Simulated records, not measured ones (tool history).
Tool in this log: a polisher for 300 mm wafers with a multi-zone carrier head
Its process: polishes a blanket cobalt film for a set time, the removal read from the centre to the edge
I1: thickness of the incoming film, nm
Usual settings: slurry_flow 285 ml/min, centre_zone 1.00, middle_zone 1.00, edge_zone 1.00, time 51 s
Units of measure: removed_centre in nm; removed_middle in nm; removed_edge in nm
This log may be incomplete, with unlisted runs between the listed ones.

run 1 hour=0.0 | slurry_flow=285 centre_zone=1.00 middle_zone=1.00 edge_zone=1.00 time=51 | I1=598.7 | removed_centre=97.2 removed_middle=97.4 removed_edge=100.2
-- hour=39.7 worn pad replaced by a new one
run 2 hour=60.7 | slurry_flow=285 centre_zone=1.00 middle_zone=1.00 edge_zone=1.00 time=51 | I1=591.0 | removed_centre=103.6 removed_middle=103.7 removed_edge=105.7
-- hour=171.1 slurry nozzle cleaned
run 3 hour=292.3 | slurry_flow=285 centre_zone=1.00 middle_zone=1.00 edge_zone=1.00 time=51 | I1=598.6 | removed_centre=96.7 removed_middle=100.0 removed_edge=98.7
run 4 hour=329.9 | slurry_flow=285 centre_zone=1.00 middle_zone=1.00 edge_zone=1.00 time=51 | I1=596.5 | removed_centre=98.5 removed_middle=98.3 removed_edge=99.4
run 5 hour=371.6 | slurry_flow=245 centre_zone=0.93 middle_zone=1.00 edge_zone=1.00 time=51 | I1=597.2 | removed_centre=89.4 removed_middle=94.1 removed_edge=100.7
run 6 hour=412.6 | slurry_flow=245 centre_zone=0.93 middle_zone=1.00 edge_zone=1.00 time=51 | I1=598.6 | removed_centre=88.0 removed_middle=97.4 removed_edge=97.0
-- hour=444.5 worn pad replaced by a new one
run 7 hour=468.9 | slurry_flow=245 centre_zone=0.93 middle_zone=1.00 edge_zone=1.00 time=51 | I1=601.0 | removed_centre=96.5 removed_middle=102.4 removed_edge=105.3
-- hour=587.2 edge zone pressure recalibrated
-- hour=610.9 carrier head's membrane replaced by a new one
-- hour=632.0 slurry nozzle cleaned
-- hour=707.2 centre zone pressure recalibrated
run 8 hour=724.6 | slurry_flow=285 centre_zone=1.00 middle_zone=1.00 edge_zone=1.07 time=51 | I1=596.7 | removed_centre=99.3 removed_middle=97.5 removed_edge=106.0
run 9 hour=785.7 | slurry_flow=285 centre_zone=1.00 middle_zone=1.00 edge_zone=1.07 time=51 | I1=610.6 | removed_centre=97.7 removed_middle=98.3 removed_edge=102.3
run 10 hour=832.3 | slurry_flow=285 centre_zone=1.00 middle_zone=1.05 edge_zone=0.90 time=51 | I1=603.9 | removed_centre=98.9 removed_middle=101.5 removed_edge=94.4
-- hour=853.9 worn pad replaced by a new one
run 11 hour=869.6 | slurry_flow=285 centre_zone=1.00 middle_zone=1.00 edge_zone=1.00 time=51 | I1=601.5 | removed_centre=104.3 removed_middle=103.3 removed_edge=105.3
run 12 hour=944.5 | slurry_flow=285 centre_zone=1.00 middle_zone=1.10 edge_zone=1.00 time=51 | I1=601.3 | removed_centre=100.7 removed_middle=105.6 removed_edge=102.2
run 13 hour=992.2 | slurry_flow=285 centre_zone=1.10 middle_zone=1.00 edge_zone=1.00 time=34 | I1=606.2 | removed_centre=70.9 removed_middle=64.9 removed_edge=66.0
-- hour=1018.9 slurry nozzle cleaned
run 14 hour=1051.9 | slurry_flow=335 centre_zone=1.00 middle_zone=1.07 edge_zone=1.00 time=64 | I1=606.7 | removed_centre=123.8 removed_middle=130.2 removed_edge=125.7
run 15 hour=1108.5 | slurry_flow=285 centre_zone=1.00 middle_zone=1.00 edge_zone=1.00 time=63 | I1=603.7 | removed_centre=121.5 removed_middle=119.3 removed_edge=122.3
-- hour=1172.0 edge zone pressure recalibrated
-- hour=1187.6 worn pad replaced by a new one
run 16 hour=1195.9 | slurry_flow=285 centre_zone=1.00 middle_zone=1.00 edge_zone=1.00 time=51 | I1=588.0 | removed_centre=104.5 removed_middle=104.4 removed_edge=105.9
-- hour=1254.7 carrier head's membrane replaced by a new one
run 17 hour=1255.2 | slurry_flow=285 centre_zone=1.00 middle_zone=1.00 edge_zone=1.00 time=51 | I1=590.1 | removed_centre=100.9 removed_middle=99.0 removed_edge=103.3
run 18 hour=1291.5 | slurry_flow=285 centre_zone=1.00 middle_zone=1.00 edge_zone=1.00 time=51 | I1=599.6 | removed_centre=98.6 removed_middle=96.7 removed_edge=101.2
run 19 hour=1378.0 | slurry_flow=245 centre_zone=0.95 middle_zone=1.00 edge_zone=1.07 time=51 | I1=610.0 | removed_centre=90.9 removed_middle=96.7 removed_edge=101.7
-- hour=1422.0 slurry nozzle cleaned
run 20 hour=1477.8 | slurry_flow=285 centre_zone=1.00 middle_zone=1.00 edge_zone=1.07 time=59 | I1=589.7 | removed_centre=111.7 removed_middle=112.1 removed_edge=115.3
-- hour=1517.5 worn pad replaced by a new one
run 21 hour=1554.6 | slurry_flow=255 centre_zone=1.00 middle_zone=1.00 edge_zone=1.00 time=51 | I1=598.3 | removed_centre=101.1 removed_middle=102.2 removed_edge=105.0
run 22 hour=1622.7 | slurry_flow=245 centre_zone=0.95 middle_zone=1.00 edge_zone=1.07 time=51 | I1=597.9 | removed_centre=95.0 removed_middle=100.0 removed_edge=105.2

Forecast each of these 4 alternatives for the next run:
run A hour=1623.1 | slurry_flow=285 centre_zone=1.00 middle_zone=1.00 edge_zone=1.00 time=51 | I1=598.3 | removed_centre=? removed_middle=? removed_edge=?
run B hour=1623.1 | slurry_flow=285 centre_zone=1.00 middle_zone=0.89 edge_zone=1.00 time=67 | I1=598.3 | removed_centre=? removed_middle=? removed_edge=?
run C hour=1623.1 | slurry_flow=285 centre_zone=1.11 middle_zone=0.91 edge_zone=0.92 time=51 | I1=598.3 | removed_centre=? removed_middle=? removed_edge=?
run D hour=1623.1 | slurry_flow=245 centre_zone=1.00 middle_zone=1.00 edge_zone=0.95 time=51 | I1=598.3 | removed_centre=? removed_middle=? removed_edge=?

run=A removed_centre=100.8 removed_middle=100.1 removed_edge=100.3
run=B removed_centre=132.3 removed_middle=121.0 removed_edge=131.9
run=C removed_centre=111.9 removed_middle=93.5 removed_edge=96.5
run=D removed_centre=99.2 removed_middle=98.7 removed_edge=96.8
With the hidden condition removed and each run's random variation left untouched, the same runs would have given:
run=A removed_centre=107.4 removed_middle=106.7 removed_edge=106.9
run=B removed_centre=141.0 removed_middle=129.0 removed_edge=140.6
run=C removed_centre=119.3 removed_middle=99.7 removed_edge=102.9
run=D removed_centre=105.7 removed_middle=105.2 removed_edge=103.2
